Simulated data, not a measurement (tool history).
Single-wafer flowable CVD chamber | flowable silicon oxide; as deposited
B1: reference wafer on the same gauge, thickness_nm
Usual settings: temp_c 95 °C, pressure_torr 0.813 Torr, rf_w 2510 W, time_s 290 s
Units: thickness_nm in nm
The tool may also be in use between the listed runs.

Run 1, hour 0.0: usual settings; B1 247.103. Result: thickness_nm 202.698 nm.
Run 2, hour 8.5: usual settings; B1 246.949. Result: thickness_nm 202.148 nm.
Run 3, hour 26.1: usual settings; B1 246.799. Result: thickness_nm 202.126 nm.
Run 4, hour 36.0: usual settings; B1 246.754. Result: thickness_nm 201.742 nm.
Run 5, hour 43.7: usual settings; B1 246.947. Result: thickness_nm 200.498 nm.
Run 6, hour 53.4: usual settings; B1 246.818. Result: thickness_nm 201.078 nm.
Run 7, hour 62.0: usual settings; B1 247.127. Result: thickness_nm 197.721 nm.
Run 8, hour 79.2: usual settings; B1 247.130. Result: thickness_nm 200.007 nm.
Run 9, hour 91.6: usual settings but pressure_torr 0.873 Torr; B1 246.985. Result: thickness_nm 211.690 nm.
At hour 105.5: capacitance manometer re-zeroed and calibrated.
Run 10, hour 106.0: usual settings; B1 246.815. Result: thickness_nm 197.701 nm.
Run 11, hour 117.3: usual settings; B1 247.208. Result: thickness_nm 198.433 nm.
Run 12, hour 130.3: usual settings; B1 247.016. Result: thickness_nm 195.190 nm.
At hour 143.7: thermocouple changed; heater temperature recalibrated.
Run 13, hour 145.8: usual settings but pressure_torr 0.927 Torr, time_s 261 s; B1 246.925. Result: thickness_nm 235.294 nm.
Run 14, hour 153.8: usual settings but temp_c 86 °C, pressure_torr 0.727 Torr, rf_w 2205 W; B1 247.391. Result: thickness_nm 258.282 nm.
At hour 163.0: RF generator calibrated.
Run 15, hour 168.6: usual settings but time_s 333 s; B1 247.012. Result: thickness_nm 261.658 nm.
At hour 173.8: gauge calibrated.
At hour 181.4: showerhead replaced.
Run 16, hour 184.6: usual settings but temp_c 82 °C, pressure_torr 0.983 Torr, time_s 344 s; B1 246.867. Result: thickness_nm 476.968 nm.
Run 17, hour 192.7: usual settings but temp_c 81 °C, rf_w 2070 W, time_s 344 s; B1 247.095. Result: thickness_nm 383.206 nm.
Run 18, hour 201.6: usual settings but pressure_torr 0.932 Torr; B1 246.922. Result: thickness_nm 263.823 nm.
Run 19, hour 218.0: usual settings but time_s 333 s; B1 246.701. Result: thickness_nm 260.382 nm.
Run 20, hour 235.5: usual settings but temp_c 86 °C, rf_w 2275 W; B1 247.298. Result: thickness_nm 292.022 nm.
Run 21, hour 252.5: usual settings but pressure_torr 0.979 Torr, rf_w 2845 W, time_s 235 s; B1 247.098. Result: thickness_nm 225.599 nm.
Run 22, hour 265.1: usual settings but temp_c 107 °C, rf_w 2990 W; B1 246.912. Result: thickness_nm 160.708 nm.

Some steps in thickness_nm between neighbouring runs. How much of each would the tool show without its hidden state too (settings, what came in, random variation), and how much is left for the hidden state, with any gauge scatter that isn't in both results?
The hidden state here: wafer temperature above the value expected at the setpoint (K); delivered RF power above the setpoint (%); true pressure above the setpoint (%); gauge reads high (%).
Run 12 -> 13: pressure_torr 0.813 -> 0.927, time_s 290 -> 261, thermocouple changed; heater temperature recalibrated. thickness_nm +40.104 nm: hidden state +30.980, all else +9.124.
Run 15 -> 16: temp_c 95 -> 82, pressure_torr 0.813 -> 0.983, time_s 333 -> 344, gauge calibrated, showerhead replaced. thickness_nm +215.310 nm: hidden state -3.742, all else +219.052.
Run 17 -> 18: temp_c 81 -> 95, pressure_torr 0.813 -> 0.932, rf_w 2070 -> 2510, time_s 344 -> 290. thickness_nm -119.383 nm: hidden state +1.866, all else -121.249.
